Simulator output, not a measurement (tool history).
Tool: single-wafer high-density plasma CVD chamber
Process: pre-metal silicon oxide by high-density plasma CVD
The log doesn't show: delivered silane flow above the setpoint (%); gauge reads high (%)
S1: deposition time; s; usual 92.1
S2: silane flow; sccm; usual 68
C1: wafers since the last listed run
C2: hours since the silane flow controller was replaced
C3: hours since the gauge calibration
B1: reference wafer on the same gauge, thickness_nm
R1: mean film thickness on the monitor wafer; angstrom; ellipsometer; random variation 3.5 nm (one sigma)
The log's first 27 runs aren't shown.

Run 28, hour 1970.8: usual settings but S1 74.2 s, S2 58 sccm; C1 1290; C2 963.5; C3 2992.9; B1 536.826. Result: R1 4441.92 angstrom.
At hour 2018.9: gauge calibrated.
Run 29, hour 2046.7: usual settings; C1 921; C2 1039.4; C3 27.8; B1 537.554. Result: R1 6431.32 angstrom.
Run 30, hour 2112.1: usual settings but S1 104.7 s, S2 80 sccm; C1 793; C2 1104.8; C3 93.2; B1 536.732. Result: R1 8646.17 angstrom.
Run 31, hour 2199.6: usual settings but S1 98.6 s, S2 57 sccm; C1 1062; C2 1192.3; C3 180.7; B1 537.232. Result: R1 5846.87 angstrom.
Run 32, hour 2247.1: usual settings but S2 79 sccm; C1 576; C2 1239.8; C3 228.2; B1 538.227. Result: R1 7458.07 angstrom.
Run 33, hour 2316.5: usual settings; C1 842; C2 1309.2; C3 297.6; B1 536.461. Result: R1 6422.84 angstrom.
Run 34, hour 2419.9: usual settings but S2 57 sccm; C1 1255; C2 1412.6; C3 401; B1 537.562. Result: R1 5414.72 angstrom.
Run 35, hour 2520.4: usual settings; C1 1219; C2 1513.1; C3 501.5; B1 537.519. Result: R1 6358.49 angstrom.
Run 36, hour 2589.7: usual settings but S1 84.1 s, S2 71 sccm; C1 841; C2 1582.4; C3 570.8; B1 536.326. Result: R1 6177.68 angstrom.

5 ways to go on from here, each from the tool as it stands after run 36. What would each give?
Run A, hour 2590.1: usual settings but S1 81.7 s; C1 4; C2 1582.8; C3 571.2; B1 ?. Result: R1 ?.
Run B, hour 2590.1: usual settings but S2 75 sccm; C1 4; C2 1582.8; C3 571.2; B1 ?. Result: R1 ?.
Run C, hour 2590.1: usual settings but S1 106.5 s, S2 61 sccm; C1 4; C2 1582.8; C3 571.2; B1 ?. Result: R1 ?.
Run D, hour 2590.1: usual settings but S1 103.2 s, S2 77 sccm; C1 4; C2 1582.8; C3 571.2; B1 ?. Result: R1 ?.
Run E, hour 2590.1: usual settings but S1 101.4 s, S2 58 sccm; C1 4; C2 1582.8; C3 571.2; B1 ?. Result: R1 ?.

run       B1       R1
  A  536.193  5701.72
  B  536.193  7089.18
  C  536.193  6667.37
  D  536.193   8155.4
  E  536.193  6035.88
Without the tool's hidden state the same runs would have given:
run       R1
  A  5780.66
  B  7187.32
  C  6759.68
  D  8268.31
  E  6119.45
